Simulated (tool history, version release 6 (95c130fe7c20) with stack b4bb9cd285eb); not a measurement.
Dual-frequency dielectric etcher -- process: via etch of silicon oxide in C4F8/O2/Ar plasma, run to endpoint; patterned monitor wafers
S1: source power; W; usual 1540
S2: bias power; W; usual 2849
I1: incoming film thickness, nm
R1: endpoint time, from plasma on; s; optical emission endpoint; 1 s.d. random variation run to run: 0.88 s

Run 1, hour 0.0: usual settings; I1 1444.2. Result: R1 287.0 s.
Run 2, hour 6.6: usual settings; I1 1451.0. Result: R1 287.3 s.
Run 3, hour 21.5: usual settings; I1 1445.1. Result: R1 285.9 s.
Run 4, hour 71.6: usual settings but S2 3205 W; I1 1460.0. Result: R1 282.6 s.
Run 5, hour 85.6: usual settings but S1 1300 W; I1 1442.6. Result: R1 300.7 s.
Run 6, hour 101.0: usual settings but S1 1300 W; I1 1446.5. Result: R1 300.9 s.
Run 7, hour 108.3: usual settings but S1 1300 W; I1 1438.0. Result: R1 299.9 s.
Run 8, hour 122.2: usual settings; I1 1449.1. Result: R1 288.0 s.
At hour 133.1: bias power generator calibrated.
Run 9, hour 139.0: usual settings; I1 1428.9. Result: R1 282.4 s.
Run 10, hour 147.8: usual settings; I1 1438.7. Result: R1 287.1 s.
Run 11, hour 155.6: usual settings; I1 1440.9. Result: R1 286.2 s.
Run 12, hour 172.0: usual settings; I1 1443.0. Result: R1 288.0 s.
At hour 202.0: upper electrode replaced.
Run 13, hour 202.5: usual settings; I1 1440.1. Result: R1 285.8 s.
Run 14, hour 202.9: usual settings but S2 3309 W; I1 1437.1. Result: R1 275.2 s.
At hour 231.8: wet clean of the chamber.
Run 15, hour 232.3: usual settings but S2 3226 W; I1 1443.0. Result: R1 276.1 s.
Run 16, hour 232.7: usual settings; I1 1436.3. Result: R1 285.6 s.
Run 17, hour 237.4: usual settings but S1 1760 W; I1 1442.0. Result: R1 275.4 s.
Run 18, hour 250.0: usual settings; I1 1437.5. Result: R1 285.6 s.
Run 19, hour 263.8: usual settings but S1 1860 W, S2 3158 W; I1 1445.9. Result: R1 264.2 s.
At hour 268.3: source power generator calibrated.
Run 20, hour 275.7: usual settings; I1 1441.7. Result: R1 285.4 s.
Run 21, hour 283.9: usual settings; I1 1434.2. Result: R1 285.1 s.
Run 22, hour 297.6: usual settings but S1 1310 W, S2 3062 W; I1 1447.4. Result: R1 295.9 s.
Run 23, hour 306.8: usual settings but S1 1810 W, S2 2454 W; I1 1447.7. Result: R1 284.4 s.
Run 24, hour 318.4: usual settings but S1 1790 W, S2 3048 W; I1 1448.7. Result: R1 271.4 s.
Run 25, hour 335.9: usual settings but S1 1640 W, S2 3522 W; I1 1439.1. Result: R1 264.8 s.
Run 26, hour 350.5: usual settings but S1 1200 W, S2 2511 W; I1 1419.4. Result: R1 311.8 s.
Run 27, hour 358.4: usual settings but S1 1190 W, S2 3351 W; I1 1433.4. Result: R1 293.6 s.

Hidden state, per run?
etch rate over this chamber's usual, %: 0 on each run
source power that arrives over what is set, %: 0 on each run
bias power that arrives over what is set, %: 0 on each run
